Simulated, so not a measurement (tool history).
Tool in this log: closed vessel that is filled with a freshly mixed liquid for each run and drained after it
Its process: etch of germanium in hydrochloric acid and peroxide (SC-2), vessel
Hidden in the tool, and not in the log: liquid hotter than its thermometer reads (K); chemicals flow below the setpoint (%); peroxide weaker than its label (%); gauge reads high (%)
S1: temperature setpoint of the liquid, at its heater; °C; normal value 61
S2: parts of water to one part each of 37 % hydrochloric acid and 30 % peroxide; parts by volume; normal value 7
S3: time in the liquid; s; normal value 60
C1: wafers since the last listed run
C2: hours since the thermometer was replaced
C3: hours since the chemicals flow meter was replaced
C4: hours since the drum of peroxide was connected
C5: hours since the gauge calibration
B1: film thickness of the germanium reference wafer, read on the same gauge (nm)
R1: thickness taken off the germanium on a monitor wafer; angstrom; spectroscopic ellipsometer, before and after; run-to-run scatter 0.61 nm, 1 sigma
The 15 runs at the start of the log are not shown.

run 16 hour=338.3 | S1=52 S2=4.5 S3=60 | C1=3508 C2=2696.2 C3=99.5 C4=729.6 C5=390.7 | B1=91.49 | R1=1476.2
run 17 hour=360.8 | S1=61 S2=7 S3=60 | C1=2912 C2=2718.7 C3=122 C4=752.1 C5=413.2 | B1=91.59 | R1=1926.4
run 18 hour=376.2 | S1=61 S2=7 S3=60 | C1=1993 C2=2734.1 C3=137.4 C4=767.5 C5=428.6 | B1=91.64 | R1=1930.3
-- hour=399.7 gauge calibrated
run 19 hour=402.2 | S1=61 S2=6 S3=60 | C1=3365 C2=2760.1 C3=163.4 C4=793.5 C5=2.5 | B1=90.1 | R1=1915.1
-- hour=413.5 thermometer replaced
run 20 hour=419.3 | S1=66.5 S2=8.5 S3=35 | C1=2084 C2=5.8 C3=180.5 C4=810.6 C5=19.6 | B1=90.17 | R1=1270.5
run 21 hour=439.5 | S1=61 S2=5 S3=90 | C1=2614 C2=26 C3=200.7 C4=830.8 C5=39.8 | B1=90.22 | R1=2869.4
run 22 hour=452.4 | S1=61 S2=10 S3=60 | C1=1669 C2=38.9 C3=213.6 C4=843.7 C5=52.7 | B1=90.28 | R1=1826.1
run 23 hour=496.3 | S1=56 S2=7 S3=60 | C1=5682 C2=82.8 C3=257.5 C4=887.6 C5=96.6 | B1=90.45 | R1=1640.7
run 24 hour=520.7 | S1=51.5 S2=4.5 S3=35 | C1=3158 C2=107.2 C3=281.9 C4=912 C5=121 | B1=90.55 | R1=833.1
run 25 hour=537.4 | S1=61 S2=7 S3=60 | C1=2161 C2=123.9 C3=298.6 C4=928.7 C5=137.7 | B1=90.63 | R1=1893.9
-- hour=560 new drum of peroxide connected
run 26 hour=615.6 | S1=61 S2=9 S3=35 | C1=9993 C2=202.1 C3=376.8 C4=55.6 C5=215.9 | B1=90.89 | R1=1086.6
run 27 hour=636.1 | S1=52 S2=7 S3=60 | C1=2653 C2=222.6 C3=397.3 C4=76.1 C5=236.4 | B1=90.97 | R1=1451
run 28 hour=654.3 | S1=61 S2=9.5 S3=60 | C1=2355 C2=240.8 C3=415.5 C4=94.3 C5=254.6 | B1=91 | R1=1859
run 29 hour=685.7 | S1=67.5 S2=5.5 S3=75 | C1=4064 C2=272.2 C3=446.9 C4=125.7 C5=286 | B1=91.13 | R1=2914.9
run 30 hour=721.3 | S1=70.5 S2=7 S3=70 | C1=4608 C2=307.8 C3=482.5 C4=161.3 C5=321.6 | B1=91.26 | R1=2930.4
run 31 hour=736.8 | S1=57.5 S2=7 S3=60 | C1=2006 C2=323.3 C3=498 C4=176.8 C5=337.1 | B1=91.3 | R1=1714.6

3 options for the next run, each taken on its own from the tool as it stands now. Forecast them:
run A hour=737.5 | S1=61 S2=7 S3=60 | C1=90 C2=324 C3=498.7 C4=177.5 C5=337.8 | B1=? | R1=?
run B hour=737.5 | S1=61 S2=7 S3=35 | C1=90 C2=324 C3=498.7 C4=177.5 C5=337.8 | B1=? | R1=?
run C hour=737.5 | S1=53 S2=7 S3=90 | C1=90 C2=324 C3=498.7 C4=177.5 C5=337.8 | B1=? | R1=?

run=A B1=91.29 R1=1919.9
run=B B1=91.29 R1=1120
run=C B1=91.29 R1=2257.5
The same runs, with their run-to-run variation unchanged, on a tool lacking any hidden condition would have given:
run=A R1=1892.3
run=B R1=1103.8
run=C R1=2225

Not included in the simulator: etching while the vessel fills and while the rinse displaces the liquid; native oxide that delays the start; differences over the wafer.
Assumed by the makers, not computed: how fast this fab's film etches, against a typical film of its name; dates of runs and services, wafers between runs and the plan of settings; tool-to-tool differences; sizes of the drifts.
